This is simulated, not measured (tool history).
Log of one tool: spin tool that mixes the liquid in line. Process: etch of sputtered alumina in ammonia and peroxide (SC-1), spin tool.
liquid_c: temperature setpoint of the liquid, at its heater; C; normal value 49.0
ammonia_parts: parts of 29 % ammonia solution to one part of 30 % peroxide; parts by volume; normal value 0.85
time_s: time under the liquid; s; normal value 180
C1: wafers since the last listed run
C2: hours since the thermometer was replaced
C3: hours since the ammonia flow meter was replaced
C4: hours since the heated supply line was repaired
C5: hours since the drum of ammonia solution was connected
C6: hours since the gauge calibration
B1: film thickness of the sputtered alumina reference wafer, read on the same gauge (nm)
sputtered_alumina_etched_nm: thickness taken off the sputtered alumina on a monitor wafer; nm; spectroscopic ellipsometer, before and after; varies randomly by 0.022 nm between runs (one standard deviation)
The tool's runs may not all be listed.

run 1 day=0.000 | liquid_c=49.0 ammonia_parts=1.15 time_s=180 | C1=0 C2=2224.5 C3=224.5 C4=195.5 C5=147.4 C6=1017.8 | B1=100.01 | sputtered_alumina_etched_nm=7.20
run 2 day=1.271 | liquid_c=49.0 ammonia_parts=1.15 time_s=180 | C1=142 C2=2255.0 C3=255.0 C4=226.0 C5=177.9 C6=1048.3 | B1=100.01 | sputtered_alumina_etched_nm=7.20
run 3 day=2.688 | liquid_c=49.0 ammonia_parts=1.15 time_s=180 | C1=158 C2=2289.0 C3=289.0 C4=260.0 C5=211.9 C6=1082.3 | B1=100.00 | sputtered_alumina_etched_nm=7.21
run 4 day=4.758 | liquid_c=49.0 ammonia_parts=0.85 time_s=180 | C1=232 C2=2338.7 C3=338.7 C4=309.7 C5=261.6 C6=1132.0 | B1=100.01 | sputtered_alumina_etched_nm=6.99
-- day=5.042 gauge calibrated
run 5 day=6.954 | liquid_c=49.0 ammonia_parts=0.85 time_s=180 | C1=246 C2=2391.4 C3=391.4 C4=362.4 C5=314.3 C6=45.9 | B1=100.01 | sputtered_alumina_etched_nm=6.91
run 6 day=9.504 | liquid_c=49.0 ammonia_parts=1.00 time_s=180 | C1=286 C2=2452.6 C3=452.6 C4=423.6 C5=375.5 C6=107.1 | B1=100.02 | sputtered_alumina_etched_nm=7.01
run 7 day=10.575 | liquid_c=44.0 ammonia_parts=0.75 time_s=225 | C1=120 C2=2478.3 C3=478.3 C4=449.3 C5=401.2 C6=132.8 | B1=100.00 | sputtered_alumina_etched_nm=6.41
-- day=12.429 new drum of ammonia solution connected
run 8 day=12.692 | liquid_c=43.5 ammonia_parts=1.15 time_s=260 | C1=232 C2=2529.1 C3=529.1 C4=500.1 C5=6.3 C6=183.6 | B1=100.01 | sputtered_alumina_etched_nm=7.49
-- day=14.021 ammonia flow meter replaced
-- day=15.238 heated supply line repaired
run 9 day=15.667 | liquid_c=40.0 ammonia_parts=0.85 time_s=125 | C1=324 C2=2600.5 C3=39.5 C4=10.3 C5=77.7 C6=255.0 | B1=100.00 | sputtered_alumina_etched_nm=2.94
run 10 day=18.112 | liquid_c=49.0 ammonia_parts=0.85 time_s=230 | C1=274 C2=2659.2 C3=98.2 C4=69.0 C5=136.4 C6=313.7 | B1=99.98 | sputtered_alumina_etched_nm=9.07
-- day=25.692 thermometer replaced
run 11 day=26.412 | liquid_c=49.0 ammonia_parts=0.85 time_s=180 | C1=926 C2=17.3 C3=297.4 C4=268.2 C5=335.6 C6=512.9 | B1=100.00 | sputtered_alumina_etched_nm=6.93
run 12 day=28.725 | liquid_c=49.0 ammonia_parts=0.85 time_s=180 | C1=259 C2=72.8 C3=352.9 C4=323.7 C5=391.1 C6=568.4 | B1=100.00 | sputtered_alumina_etched_nm=6.94
run 13 day=30.883 | liquid_c=49.0 ammonia_parts=0.85 time_s=275 | C1=242 C2=124.6 C3=404.7 C4=375.5 C5=442.9 C6=620.2 | B1=100.01 | sputtered_alumina_etched_nm=10.61
-- day=32.683 new drum of ammonia solution connected
run 14 day=32.704 | liquid_c=40.5 ammonia_parts=1.00 time_s=180 | C1=199 C2=168.3 C3=448.4 C4=419.2 C5=0.5 C6=663.9 | B1=99.98 | sputtered_alumina_etched_nm=4.31
run 15 day=34.858 | liquid_c=42.0 ammonia_parts=0.45 time_s=180 | C1=241 C2=220.0 C3=500.1 C4=470.9 C5=52.2 C6=715.6 | B1=100.01 | sputtered_alumina_etched_nm=4.36
run 16 day=36.762 | liquid_c=49.0 ammonia_parts=0.85 time_s=180 | C1=213 C2=265.7 C3=545.8 C4=516.6 C5=97.9 C6=761.3 | B1=100.01 | sputtered_alumina_etched_nm=6.85

Run 17 comes next. What will it give?
run 17 day=39.017 | liquid_c=49.0 ammonia_parts=0.85 time_s=180 | C1=252 C2=319.8 C3=599.9 C4=570.7 C5=152.0 C6=815.4 | B1=? | sputtered_alumina_etched_nm=?

{"run 17": {"B1": 100.01, "sputtered_alumina_etched_nm": 6.82}}
Without the tool's hidden state the same run would have given sputtered_alumina_etched_nm 7.11 nm.

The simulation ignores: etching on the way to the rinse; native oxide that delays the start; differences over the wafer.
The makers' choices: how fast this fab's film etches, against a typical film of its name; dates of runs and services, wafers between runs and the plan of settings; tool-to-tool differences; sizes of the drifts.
